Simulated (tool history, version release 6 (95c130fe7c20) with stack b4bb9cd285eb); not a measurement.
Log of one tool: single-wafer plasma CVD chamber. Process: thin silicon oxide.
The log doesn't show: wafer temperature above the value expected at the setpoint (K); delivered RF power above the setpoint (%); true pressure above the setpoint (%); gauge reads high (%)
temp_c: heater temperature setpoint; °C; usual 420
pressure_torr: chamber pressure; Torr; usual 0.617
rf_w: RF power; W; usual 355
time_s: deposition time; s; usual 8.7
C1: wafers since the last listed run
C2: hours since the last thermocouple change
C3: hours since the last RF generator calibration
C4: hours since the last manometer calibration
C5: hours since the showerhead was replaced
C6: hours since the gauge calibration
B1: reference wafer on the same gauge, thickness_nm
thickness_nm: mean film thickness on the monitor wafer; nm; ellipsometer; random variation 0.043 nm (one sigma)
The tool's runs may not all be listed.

run 1 hour=0 | temp_c=420 pressure_torr=0.617 rf_w=355 time_s=8.7 | C1=0 C2=890.4 C3=515.9 C4=629.1 C5=6010 C6=960.4 | B1=11.888 | thickness_nm=13.123
run 2 hour=78.5 | temp_c=420 pressure_torr=0.617 rf_w=355 time_s=8.7 | C1=2470 C2=968.9 C3=594.4 C4=707.6 C5=6088.5 C6=1038.9 | B1=11.902 | thickness_nm=13.164
run 3 hour=164.9 | temp_c=420 pressure_torr=0.617 rf_w=355 time_s=8.7 | C1=2719 C2=1055.3 C3=680.8 C4=794 C5=6174.9 C6=1125.3 | B1=11.899 | thickness_nm=13.069
run 4 hour=227.1 | temp_c=420 pressure_torr=0.617 rf_w=355 time_s=8.7 | C1=1957 C2=1117.5 C3=743 C4=856.2 C5=6237.1 C6=1187.5 | B1=11.898 | thickness_nm=13.144
run 5 hour=290.9 | temp_c=423 pressure_torr=0.617 rf_w=355 time_s=8.7 | C1=2008 C2=1181.3 C3=806.8 C4=920 C5=6300.9 C6=1251.3 | B1=11.909 | thickness_nm=13.129
run 6 hour=372.1 | temp_c=423 pressure_torr=0.617 rf_w=355 time_s=8.7 | C1=2555 C2=1262.5 C3=888 C4=1001.2 C5=6382.1 C6=1332.5 | B1=11.899 | thickness_nm=13.067
run 7 hour=426.6 | temp_c=423 pressure_torr=0.617 rf_w=355 time_s=8.7 | C1=1715 C2=1317 C3=942.5 C4=1055.7 C5=6436.6 C6=1387 | B1=11.906 | thickness_nm=13.137
run 8 hour=517.8 | temp_c=420 pressure_torr=0.617 rf_w=355 time_s=8.7 | C1=2870 C2=1408.2 C3=1033.7 C4=1146.9 C5=6527.8 C6=1478.2 | B1=11.895 | thickness_nm=13.18
run 9 hour=581.6 | temp_c=420 pressure_torr=0.617 rf_w=355 time_s=8.7 | C1=2008 C2=1472 C3=1097.5 C4=1210.7 C5=6591.6 C6=1542 | B1=11.899 | thickness_nm=13.093
run 10 hour=665.4 | temp_c=420 pressure_torr=0.617 rf_w=355 time_s=8.7 | C1=2637 C2=1555.8 C3=1181.3 C4=1294.5 C5=6675.4 C6=1625.8 | B1=11.909 | thickness_nm=13.189
-- hour=767.3 capacitance manometer re-zeroed and calibrated
run 11 hour=822.7 | temp_c=431 pressure_torr=0.683 rf_w=315 time_s=8.21 | C1=4699 C2=1713.1 C3=1338.6 C4=55.4 C5=6832.7 C6=1783.1 | B1=11.907 | thickness_nm=12.69
-- hour=844.5 gauge calibrated
run 12 hour=870.5 | temp_c=420 pressure_torr=0.617 rf_w=355 time_s=8.7 | C1=1504 C2=1760.9 C3=1386.4 C4=103.2 C5=6880.5 C6=26 | B1=11.906 | thickness_nm=12.864
run 13 hour=944.8 | temp_c=420 pressure_torr=0.519 rf_w=355 time_s=7.7 | C1=2338 C2=1835.2 C3=1460.7 C4=177.5 C5=6954.8 C6=100.3 | B1=11.916 | thickness_nm=9.623
-- hour=1010.1 thermocouple changed; heater temperature recalibrated
-- hour=1043.7 showerhead replaced
run 14 hour=1181.6 | temp_c=426 pressure_torr=0.473 rf_w=300 time_s=10.36 | C1=6950 C2=171.5 C3=1697.5 C4=414.3 C5=137.9 C6=337.1 | B1=11.905 | thickness_nm=10.832
run 15 hour=1254.9 | temp_c=420 pressure_torr=0.617 rf_w=410 time_s=9.9 | C1=2307 C2=244.8 C3=1770.8 C4=487.6 C5=211.2 C6=410.4 | B1=11.898 | thickness_nm=15.622
run 16 hour=1303.9 | temp_c=420 pressure_torr=0.489 rf_w=355 time_s=8.7 | C1=1542 C2=293.8 C3=1819.8 C4=536.6 C5=260.2 C6=459.4 | B1=11.9 | thickness_nm=10.201
-- hour=1385.2 RF generator calibrated
run 17 hour=1385.7 | temp_c=420 pressure_torr=0.617 rf_w=355 time_s=8.7 | C1=2322 C2=375.6 C3=0.5 C4=618.4 C5=342 C6=541.2 | B1=11.906 | thickness_nm=13.263
run 18 hour=1655.7 | temp_c=420 pressure_torr=0.552 rf_w=285 time_s=8.7 | C1=8498 C2=645.6 C3=270.5 C4=888.4 C5=612 C6=811.2 | B1=11.899 | thickness_nm=10.783
run 19 hour=1754.7 | temp_c=435 pressure_torr=0.617 rf_w=305 time_s=10.43 | C1=3116 C2=744.6 C3=369.5 C4=987.4 C5=711 C6=910.2 | B1=11.916 | thickness_nm=14.805
run 20 hour=1811.3 | temp_c=426 pressure_torr=0.617 rf_w=385 time_s=9.95 | C1=1781 C2=801.2 C3=426.1 C4=1044 C5=767.6 C6=966.8 | B1=11.898 | thickness_nm=15.694

Forecast each of these 5 alternatives for the next run:
run A hour=1811.7 | temp_c=411 pressure_torr=0.617 rf_w=355 time_s=8.7 | C1=12 C2=801.6 C3=426.5 C4=1044.4 C5=768 C6=967.2 | B1=? | thickness_nm=?
run B hour=1811.7 | temp_c=420 pressure_torr=0.617 rf_w=305 time_s=8.7 | C1=12 C2=801.6 C3=426.5 C4=1044.4 C5=768 C6=967.2 | B1=? | thickness_nm=?
run C hour=1811.7 | temp_c=412 pressure_torr=0.744 rf_w=405 time_s=8.7 | C1=12 C2=801.6 C3=426.5 C4=1044.4 C5=768 C6=967.2 | B1=? | thickness_nm=?
run D hour=1811.7 | temp_c=406 pressure_torr=0.575 rf_w=410 time_s=8.06 | C1=12 C2=801.6 C3=426.5 C4=1044.4 C5=768 C6=967.2 | B1=? | thickness_nm=?
run E hour=1811.7 | temp_c=433 pressure_torr=0.533 rf_w=300 time_s=8.7 | C1=12 C2=801.6 C3=426.5 C4=1044.4 C5=768 C6=967.2 | B1=? | thickness_nm=?

run=A B1=11.896 thickness_nm=13.344
run=B B1=11.896 thickness_nm=12.411
run=C B1=11.896 thickness_nm=16.887
run=D B1=11.896 thickness_nm=12.244
run=E B1=11.896 thickness_nm=10.527
Without the tool's hidden state the same runs would have given:
run=A thickness_nm=13.28
run=B thickness_nm=12.362
run=C thickness_nm=16.797
run=D thickness_nm=12.169
run=E thickness_nm=10.478

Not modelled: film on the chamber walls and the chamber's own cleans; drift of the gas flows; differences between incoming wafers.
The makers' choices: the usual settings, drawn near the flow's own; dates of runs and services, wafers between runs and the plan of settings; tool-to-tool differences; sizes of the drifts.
